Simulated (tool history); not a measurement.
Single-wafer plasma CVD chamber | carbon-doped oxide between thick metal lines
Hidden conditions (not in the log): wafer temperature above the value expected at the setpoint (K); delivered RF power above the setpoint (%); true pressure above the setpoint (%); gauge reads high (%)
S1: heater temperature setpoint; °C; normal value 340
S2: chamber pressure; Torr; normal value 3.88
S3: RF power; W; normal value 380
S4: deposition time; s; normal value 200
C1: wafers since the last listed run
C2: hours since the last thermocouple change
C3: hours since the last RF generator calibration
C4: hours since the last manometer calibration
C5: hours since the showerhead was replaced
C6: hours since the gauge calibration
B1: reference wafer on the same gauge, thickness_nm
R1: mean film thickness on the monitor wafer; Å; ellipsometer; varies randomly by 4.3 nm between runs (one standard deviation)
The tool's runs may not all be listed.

| run | day | S1 | S2 | S3 | S4 | C1 | C2 | C3 | C4 | C5 | C6 | B1 | R1 |
|---|---|---|---|---|---|---|---|---|---|---|---|---|---|
| 1 | 0 | 340 | 4.22 | 380 | 189 | 0 | 2471.1 | 1341.1 | 1321.6 | 2786.2 | 189.1 | 814.142 | 7661.89 |
| 2 | 0.492 | 340 | 4.22 | 380 | 189 | 112 | 2482.9 | 1352.9 | 1333.4 | 2798 | 200.9 | 815.155 | 7655.79 |
| 3 | 1.046 | 350 | 4.51 | 380 | 200 | 126 | 2496.2 | 1366.2 | 1346.7 | 2811.3 | 214.2 | 817.02 | 7881.63 |
| 4 | 1.425 | 350 | 4.51 | 380 | 200 | 86 | 2505.3 | 1375.3 | 1355.8 | 2820.4 | 223.3 | 817.367 | 7985.26 |
| 5 | 1.846 | 350 | 4.51 | 380 | 200 | 96 | 2515.4 | 1385.4 | 1365.9 | 2830.5 | 233.4 | 817.871 | 8042.11 |
| 6 | 2.417 | 340 | 4.24 | 380 | 200 | 130 | 2529.1 | 1399.1 | 1379.6 | 2844.2 | 247.1 | 815.142 | 8115.92 |
| 7 | 2.862 | 340 | 3.88 | 380 | 200 | 102 | 2539.8 | 1409.8 | 1390.3 | 2854.9 | 257.8 | 815.767 | 7930.33 |
| 8 | 3.35 | 340 | 3.88 | 380 | 200 | 111 | 2551.5 | 1421.5 | 1402 | 2866.6 | 269.5 | 816.16 | 8067.05 |
|  | 3.704 | thermocouple changed; heater temperature recalibrated |
| 9 | 3.746 | 340 | 3.65 | 380 | 186 | 14 | 1 | 1431 | 1411.5 | 2876.1 | 279 | 814.845 | 7269.19 |
| 10 | 4.308 | 340 | 3.65 | 380 | 186 | 128 | 14.5 | 1444.5 | 1425 | 2889.6 | 292.5 | 816.4 | 7301.12 |
| 11 | 4.758 | 340 | 3.65 | 380 | 186 | 103 | 25.3 | 1455.3 | 1435.8 | 2900.4 | 303.3 | 816.393 | 7330.25 |
| 12 | 5.333 | 340 | 3.88 | 380 | 221 | 131 | 39.1 | 1469.1 | 1449.6 | 2914.2 | 317.1 | 815.927 | 8776.04 |
| 13 | 6.083 | 340 | 4.43 | 420 | 232 | 171 | 57.1 | 1487.1 | 1467.6 | 2932.2 | 335.1 | 817.628 | 10390.16 |
| 14 | 7.608 | 328 | 3.88 | 380 | 200 | 349 | 93.7 | 1523.7 | 1504.2 | 2968.8 | 371.7 | 814.752 | 8305.73 |
| 15 | 8.221 | 350 | 3.88 | 305 | 200 | 140 | 108.4 | 1538.4 | 1518.9 | 2983.5 | 386.4 | 816.333 | 6477.29 |
| 16 | 8.479 | 340 | 3.88 | 380 | 200 | 59 | 114.6 | 1544.6 | 1525.1 | 2989.7 | 392.6 | 817.629 | 7997.42 |
|  | 8.662 | gauge calibrated |
|  | 8.829 | showerhead replaced |
| 17 | 8.867 | 340 | 3.88 | 380 | 200 | 12 | 123.9 | 1553.9 | 1534.4 | 0.9 | 4.9 | 815.314 | 8021.57 |
| 18 | 9.217 | 340 | 3.88 | 380 | 200 | 80 | 132.3 | 1562.3 | 1542.8 | 9.3 | 13.3 | 816.595 | 7952.07 |
|  | 9.838 | RF generator calibrated |
|  | 10.758 | capacitance manometer re-zeroed and calibrated |
| 19 | 11.325 | 340 | 3.88 | 380 | 200 | 330 | 182.9 | 35.7 | 13.6 | 59.9 | 63.9 | 816.34 | 7913.85 |
| 20 | 12.029 | 354 | 2.98 | 380 | 189 | 161 | 199.8 | 52.6 | 30.5 | 76.8 | 80.8 | 817.251 | 6951.82 |
| 21 | 12.488 | 340 | 3.88 | 380 | 200 | 104 | 210.8 | 63.6 | 41.5 | 87.8 | 91.8 | 815.224 | 7982.67 |
| 22 | 13.208 | 340 | 4.52 | 445 | 200 | 165 | 228.1 | 80.9 | 58.8 | 105.1 | 109.1 | 816.072 | 9318.2 |
| 23 | 13.725 | 340 | 3.88 | 440 | 200 | 118 | 240.5 | 93.3 | 71.2 | 117.5 | 121.5 | 815.071 | 8905.36 |
| 24 | 14.025 | 340 | 3.88 | 380 | 200 | 68 | 247.7 | 100.5 | 78.4 | 124.7 | 128.7 | 816.207 | 8027.1 |
| 25 | 14.679 | 325 | 3.88 | 380 | 200 | 149 | 263.4 | 116.2 | 94.1 | 140.4 | 144.4 | 815.927 | 8407.43 |
| 26 | 14.95 | 349 | 3.88 | 440 | 200 | 62 | 269.9 | 122.7 | 100.6 | 146.9 | 150.9 | 817.229 | 8644.95 |
| 27 | 15.258 | 340 | 3.88 | 380 | 168 | 70 | 277.3 | 130.1 | 108 | 154.3 | 158.3 | 816.783 | 6686.22 |
| 28 | 15.946 | 354 | 3.88 | 450 | 200 | 157 | 293.8 | 146.6 | 124.5 | 170.8 | 174.8 | 815.88 | 8697.58 |
| 29 | 16.467 | 340 | 4.74 | 380 | 200 | 119 | 306.3 | 159.1 | 137 | 183.3 | 187.3 | 817.4 | 8279.68 |

State the hidden condition of the tool at each of the runs:
wafer temperature above the value expected at the setpoint (K): 0 in every run
delivered RF power above the setpoint (%): 0 in every run
true pressure above the setpoint (%): 0 in every run
gauge reads high (%): 0 in every run
